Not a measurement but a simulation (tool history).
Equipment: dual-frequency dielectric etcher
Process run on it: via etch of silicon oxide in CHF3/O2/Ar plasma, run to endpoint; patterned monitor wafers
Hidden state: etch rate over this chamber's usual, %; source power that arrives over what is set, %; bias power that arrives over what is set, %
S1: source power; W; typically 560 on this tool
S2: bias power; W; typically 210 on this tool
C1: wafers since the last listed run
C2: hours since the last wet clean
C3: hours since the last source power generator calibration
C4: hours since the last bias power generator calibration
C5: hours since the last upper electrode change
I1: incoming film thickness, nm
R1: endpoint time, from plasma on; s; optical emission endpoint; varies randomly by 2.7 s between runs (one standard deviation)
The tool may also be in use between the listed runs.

{"run": 1, "day": 0.0, "S1": 560, "S2": 210, "C1": 0, "C2": 413.7, "C3": 1807.9, "C4": 4042.6, "C5": 5747.7, "I1": 812.3, "R1": 391.2}
{"run": 2, "day": 1.329, "S1": 560, "S2": 210, "C1": 168, "C2": 445.6, "C3": 1839.8, "C4": 4074.5, "C5": 5779.6, "I1": 810.9, "R1": 390.8}
{"run": 3, "day": 1.638, "S1": 560, "S2": 210, "C1": 39, "C2": 453, "C3": 1847.2, "C4": 4081.9, "C5": 5787, "I1": 812.1, "R1": 387}
{"run": 4, "day": 2.129, "S1": 490, "S2": 210, "C1": 62, "C2": 464.8, "C3": 1859, "C4": 4093.7, "C5": 5798.8, "I1": 814.4, "R1": 422.4}
{"run": 5, "day": 2.762, "S1": 490, "S2": 210, "C1": 80, "C2": 480, "C3": 1874.2, "C4": 4108.9, "C5": 5814, "I1": 810.5, "R1": 418.1}
{"run": 6, "day": 3.154, "S1": 490, "S2": 210, "C1": 49, "C2": 489.4, "C3": 1883.6, "C4": 4118.3, "C5": 5823.4, "I1": 807.6, "R1": 411.1}
{"day": 4.729, "done": "upper electrode replaced"}
{"day": 5.142, "done": "wet clean of the chamber"}
{"day": 5.267, "done": "source power generator calibrated"}
{"run": 7, "day": 5.288, "S1": 560, "S2": 243, "C1": 75, "C2": 3.5, "C3": 0.5, "C4": 4169.5, "C5": 13.4, "I1": 807.7, "R1": 351.6}
{"run": 8, "day": 5.304, "S1": 600, "S2": 210, "C1": 2, "C2": 3.9, "C3": 0.9, "C4": 4169.9, "C5": 13.8, "I1": 807.2, "R1": 356.5}
{"run": 9, "day": 5.321, "S1": 560, "S2": 210, "C1": 2, "C2": 4.3, "C3": 1.3, "C4": 4170.3, "C5": 14.2, "I1": 805.3, "R1": 374.5}
{"day": 5.633, "done": "bias power generator calibrated"}
{"run": 10, "day": 5.654, "S1": 560, "S2": 210, "C1": 21, "C2": 12.3, "C3": 9.3, "C4": 0.5, "C5": 22.2, "I1": 811.4, "R1": 373.2}
{"run": 11, "day": 6.179, "S1": 460, "S2": 239, "C1": 66, "C2": 24.9, "C3": 21.9, "C4": 13.1, "C5": 34.8, "I1": 810.8, "R1": 394.9}
{"run": 12, "day": 6.708, "S1": 460, "S2": 239, "C1": 67, "C2": 37.6, "C3": 34.6, "C4": 25.8, "C5": 47.5, "I1": 802.3, "R1": 393.2}
{"day": 7.929, "done": "wet clean of the chamber, repeated, since the last time left the tool worse"}
{"run": 13, "day": 7.95, "S1": 560, "S2": 210, "C1": 30, "C2": 0.5, "C3": 64.4, "C4": 55.6, "C5": 77.3, "I1": 809.6, "R1": 400.8}
{"run": 14, "day": 7.967, "S1": 650, "S2": 185, "C1": 2, "C2": 0.9, "C3": 64.8, "C4": 56, "C5": 77.7, "I1": 804.6, "R1": 385.2}
{"run": 15, "day": 7.983, "S1": 460, "S2": 176, "C1": 2, "C2": 1.3, "C3": 65.2, "C4": 56.4, "C5": 78.1, "I1": 814.4, "R1": 485}
{"run": 16, "day": 8.221, "S1": 690, "S2": 248, "C1": 30, "C2": 7, "C3": 70.9, "C4": 62.1, "C5": 83.8, "I1": 806.3, "R1": 330.1}
{"run": 17, "day": 8.871, "S1": 640, "S2": 174, "C1": 82, "C2": 22.6, "C3": 86.5, "C4": 77.7, "C5": 99.4, "I1": 810.1, "R1": 402}
{"run": 18, "day": 9.321, "S1": 670, "S2": 234, "C1": 56, "C2": 33.4, "C3": 97.3, "C4": 88.5, "C5": 110.2, "I1": 801, "R1": 341.9}
{"run": 19, "day": 9.771, "S1": 450, "S2": 169, "C1": 56, "C2": 44.2, "C3": 108.1, "C4": 99.3, "C5": 121, "I1": 809, "R1": 504.4}
{"run": 20, "day": 10.233, "S1": 560, "S2": 168, "C1": 58, "C2": 55.3, "C3": 119.2, "C4": 110.4, "C5": 132.1, "I1": 812.2, "R1": 434.9}
{"run": 21, "day": 10.588, "S1": 620, "S2": 172, "C1": 44, "C2": 63.8, "C3": 127.7, "C4": 118.9, "C5": 140.6, "I1": 813.4, "R1": 415.6}
{"run": 22, "day": 11.075, "S1": 560, "S2": 243, "C1": 61, "C2": 75.5, "C3": 139.4, "C4": 130.6, "C5": 152.3, "I1": 812, "R1": 374.9}
{"run": 23, "day": 11.562, "S1": 440, "S2": 248, "C1": 61, "C2": 87.2, "C3": 151.1, "C4": 142.3, "C5": 164, "I1": 807.9, "R1": 426.1}
{"run": 24, "day": 11.975, "S1": 630, "S2": 186, "C1": 52, "C2": 97.1, "C3": 161, "C4": 152.2, "C5": 173.9, "I1": 810.3, "R1": 390.8}
{"run": 25, "day": 12.508, "S1": 610, "S2": 166, "C1": 67, "C2": 109.9, "C3": 173.8, "C4": 165, "C5": 186.7, "I1": 802.6, "R1": 416.1}
{"run": 26, "day": 13.254, "S1": 560, "S2": 210, "C1": 94, "C2": 127.8, "C3": 191.7, "C4": 182.9, "C5": 204.6, "I1": 804.4, "R1": 390.6}
{"run": 27, "day": 13.838, "S1": 560, "S2": 210, "C1": 73, "C2": 141.8, "C3": 205.7, "C4": 196.9, "C5": 218.6, "I1": 809.7, "R1": 396.8}
{"run": 28, "day": 14.362, "S1": 560, "S2": 210, "C1": 66, "C2": 154.4, "C3": 218.3, "C4": 209.5, "C5": 231.2, "I1": 814.4, "R1": 399.6}
{"run": 29, "day": 14.808, "S1": 690, "S2": 161, "C1": 56, "C2": 165.1, "C3": 229, "C4": 220.2, "C5": 241.9, "I1": 813.8, "R1": 400.8}
{"run": 30, "day": 15.221, "S1": 500, "S2": 225, "C1": 52, "C2": 175, "C3": 238.9, "C4": 230.1, "C5": 251.8, "I1": 808.6, "R1": 412.3}
{"run": 31, "day": 15.825, "S1": 500, "S2": 167, "C1": 76, "C2": 189.5, "C3": 253.4, "C4": 244.6, "C5": 266.3, "I1": 803.4, "R1": 461.1}
{"run": 32, "day": 16.204, "S1": 660, "S2": 239, "C1": 48, "C2": 198.6, "C3": 262.5, "C4": 253.7, "C5": 275.4, "I1": 808.2, "R1": 343.4}
{"run": 33, "day": 16.846, "S1": 560, "S2": 210, "C1": 81, "C2": 214, "C3": 277.9, "C4": 269.1, "C5": 290.8, "I1": 803.5, "R1": 389.1}
{"run": 34, "day": 17.125, "S1": 680, "S2": 250, "C1": 35, "C2": 220.7, "C3": 284.6, "C4": 275.8, "C5": 297.5, "I1": 809.6, "R1": 327.1}
{"run": 35, "day": 17.821, "S1": 560, "S2": 210, "C1": 88, "C2": 237.4, "C3": 301.3, "C4": 292.5, "C5": 314.2, "I1": 805.6, "R1": 392.8}
{"run": 36, "day": 18.121, "S1": 690, "S2": 250, "C1": 37, "C2": 244.6, "C3": 308.5, "C4": 299.7, "C5": 321.4, "I1": 809.1, "R1": 323.6}

Describe how what the log doesn't record of the tool's condition differs between the last listed run preceding each entry between runs and the first listed run following it.
Between runs 6 and 7: upper electrode replaced (day 4.729); wet clean of the chamber (day 5.142); source power generator calibrated (day 5.267)
  etch rate over this chamber's usual, %: 3.27 -> 6.52
  measured less the result without the state, R1: -13.5 -> -22.9 s
Between runs 9 and 10: bias power generator calibrated (day 5.633)
  etch rate over this chamber's usual, %: 6.52 -> 6.57
  measured less the result without the state, R1: -24.4 -> -24.5 s
Between runs 12 and 13: wet clean of the chamber, repeated, since the last time left the tool worse (day 7.929)
  etch rate over this chamber's usual, %: 6.72 -> 0.066
  measured less the result without the state, R1: -26.4 -> -0.3 s
